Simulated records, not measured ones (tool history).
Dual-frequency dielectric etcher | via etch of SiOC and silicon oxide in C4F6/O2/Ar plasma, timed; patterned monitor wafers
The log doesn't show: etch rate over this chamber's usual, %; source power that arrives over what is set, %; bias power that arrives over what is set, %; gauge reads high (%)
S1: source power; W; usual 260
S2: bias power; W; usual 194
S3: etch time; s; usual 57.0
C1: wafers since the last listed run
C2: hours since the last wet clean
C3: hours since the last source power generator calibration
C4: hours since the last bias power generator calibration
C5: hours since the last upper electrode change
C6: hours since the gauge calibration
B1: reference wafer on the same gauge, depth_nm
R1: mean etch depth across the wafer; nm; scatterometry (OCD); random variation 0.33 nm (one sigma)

run 1 hour=0.0 | S1=250 S2=194 S3=57.0 | C1=0 C2=33.0 C3=3790.5 C4=26.8 C5=4452.6 C6=663.7 | B1=50.6 | R1=54.6
-- hour=13.7 source power generator calibrated
run 2 hour=38.8 | S1=260 S2=194 S3=57.0 | C1=437 C2=71.8 C3=25.1 C4=65.6 C5=4491.4 C6=702.5 | B1=50.6 | R1=54.9
run 3 hour=59.4 | S1=310 S2=194 S3=57.0 | C1=259 C2=92.4 C3=45.7 C4=86.2 C5=4512.0 C6=723.1 | B1=50.6 | R1=59.3
run 4 hour=92.6 | S1=260 S2=204 S3=57.0 | C1=417 C2=125.6 C3=78.9 C4=119.4 C5=4545.2 C6=756.3 | B1=50.7 | R1=55.9
run 5 hour=111.4 | S1=260 S2=204 S3=57.0 | C1=236 C2=144.4 C3=97.7 C4=138.2 C5=4564.0 C6=775.1 | B1=50.6 | R1=56.2
run 6 hour=146.4 | S1=230 S2=194 S3=52.0 | C1=440 C2=179.4 C3=132.7 C4=173.2 C5=4599.0 C6=810.1 | B1=50.6 | R1=48.0
run 7 hour=164.5 | S1=230 S2=194 S3=52.0 | C1=227 C2=197.5 C3=150.8 C4=191.3 C5=4617.1 C6=828.2 | B1=50.6 | R1=48.3
run 8 hour=184.3 | S1=230 S2=194 S3=52.0 | C1=249 C2=217.3 C3=170.6 C4=211.1 C5=4636.9 C6=848.0 | B1=50.6 | R1=48.1
run 9 hour=219.0 | S1=260 S2=194 S3=68.5 | C1=436 C2=252.0 C3=205.3 C4=245.8 C5=4671.6 C6=882.7 | B1=50.6 | R1=65.5
run 10 hour=245.2 | S1=260 S2=167 S3=57.0 | C1=329 C2=278.2 C3=231.5 C4=272.0 C5=4697.8 C6=908.9 | B1=50.6 | R1=51.9
run 11 hour=257.4 | S1=310 S2=194 S3=66.5 | C1=153 C2=290.4 C3=243.7 C4=284.2 C5=4710.0 C6=921.1 | B1=50.6 | R1=67.4
-- hour=268.6 gauge calibrated
run 12 hour=285.9 | S1=220 S2=159 S3=52.5 | C1=358 C2=318.9 C3=272.2 C4=312.7 C5=4738.5 C6=17.3 | B1=50.6 | R1=44.2
run 13 hour=301.5 | S1=300 S2=194 S3=69.5 | C1=196 C2=334.5 C3=287.8 C4=328.3 C5=4754.1 C6=32.9 | B1=50.7 | R1=68.9
run 14 hour=323.9 | S1=260 S2=194 S3=57.0 | C1=281 C2=356.9 C3=310.2 C4=350.7 C5=4776.5 C6=55.3 | B1=50.7 | R1=53.8
run 15 hour=346.3 | S1=260 S2=194 S3=57.0 | C1=281 C2=379.3 C3=332.6 C4=373.1 C5=4798.9 C6=77.7 | B1=50.6 | R1=53.6
run 16 hour=361.6 | S1=260 S2=194 S3=57.0 | C1=192 C2=394.6 C3=347.9 C4=388.4 C5=4814.2 C6=93.0 | B1=50.5 | R1=53.9
run 17 hour=394.8 | S1=230 S2=194 S3=52.0 | C1=417 C2=427.8 C3=381.1 C4=421.6 C5=4847.4 C6=126.2 | B1=50.6 | R1=46.7
run 18 hour=407.3 | S1=240 S2=158 S3=57.0 | C1=157 C2=440.3 C3=393.6 C4=434.1 C5=4859.9 C6=138.7 | B1=50.5 | R1=48.8
run 19 hour=427.9 | S1=310 S2=215 S3=50.5 | C1=259 C2=460.9 C3=414.2 C4=454.7 C5=4880.5 C6=159.3 | B1=50.5 | R1=51.8
-- hour=464.5 upper electrode replaced
run 20 hour=465.0 | S1=280 S2=207 S3=63.5 | C1=164 C2=498.0 C3=451.3 C4=491.8 C5=0.5 C6=196.4 | B1=50.7 | R1=61.4
run 21 hour=465.3 | S1=280 S2=194 S3=44.5 | C1=3 C2=498.3 C3=451.6 C4=492.1 C5=0.8 C6=196.7 | B1=50.6 | R1=42.2
-- hour=493.2 wet clean of the chamber
run 22 hour=493.7 | S1=210 S2=221 S3=40.5 | C1=55 C2=0.5 C3=480.0 C4=520.5 C5=29.2 C6=225.1 | B1=50.5 | R1=38.8
run 23 hour=494.0 | S1=230 S2=227 S3=62.0 | C1=3 C2=0.8 C3=480.3 C4=520.8 C5=29.5 C6=225.4 | B1=50.5 | R1=62.0
run 24 hour=514.5 | S1=290 S2=194 S3=57.0 | C1=257 C2=21.3 C3=500.8 C4=541.3 C5=50.0 C6=245.9 | B1=50.7 | R1=58.2
run 25 hour=531.0 | S1=240 S2=194 S3=69.5 | C1=207 C2=37.8 C3=517.3 C4=557.8 C5=66.5 C6=262.4 | B1=50.5 | R1=65.9
run 26 hour=543.0 | S1=260 S2=194 S3=57.0 | C1=151 C2=49.8 C3=529.3 C4=569.8 C5=78.5 C6=274.4 | B1=50.7 | R1=56.0
run 27 hour=573.3 | S1=310 S2=215 S3=57.0 | C1=381 C2=80.1 C3=559.6 C4=600.1 C5=108.8 C6=304.7 | B1=50.5 | R1=61.8
run 28 hour=602.4 | S1=260 S2=194 S3=57.0 | C1=366 C2=109.2 C3=588.7 C4=629.2 C5=137.9 C6=333.8 | B1=50.6 | R1=56.3
run 29 hour=621.9 | S1=230 S2=181 S3=57.0 | C1=245 C2=128.7 C3=608.2 C4=648.7 C5=157.4 C6=353.3 | B1=50.6 | R1=51.7
run 30 hour=644.3 | S1=260 S2=194 S3=57.0 | C1=281 C2=151.1 C3=630.6 C4=671.1 C5=179.8 C6=375.7 | B1=50.7 | R1=55.2
run 31 hour=673.4 | S1=240 S2=194 S3=46.5 | C1=366 C2=180.2 C3=659.7 C4=700.2 C5=208.9 C6=404.8 | B1=50.6 | R1=43.6

How the hidden state differs across the entries between the runs, from the last listed run before each to the first after it:
Between runs 1 and 2: source power generator calibrated (hour 13.7)
  etch rate over this chamber's usual, %: -1.45 -> -1.85
  measured less the result without the state, R1: -0.8 -> -1.1 nm
Between runs 11 and 12: gauge calibrated (hour 268.6)
  etch rate over this chamber's usual, %: -4.11 -> -4.41
  measured less the result without the state, R1: -2.9 -> -2.0 nm
Between runs 19 and 20: upper electrode replaced (hour 464.5)
  etch rate over this chamber's usual, %: -5.88 -> -6.26
  measured less the result without the state, R1: -3.2 -> -4.1 nm
Between runs 21 and 22: wet clean of the chamber (hour 493.2)
  etch rate over this chamber's usual, %: -6.26 -> -0.178
  measured less the result without the state, R1: -2.8 -> +0.0 nm
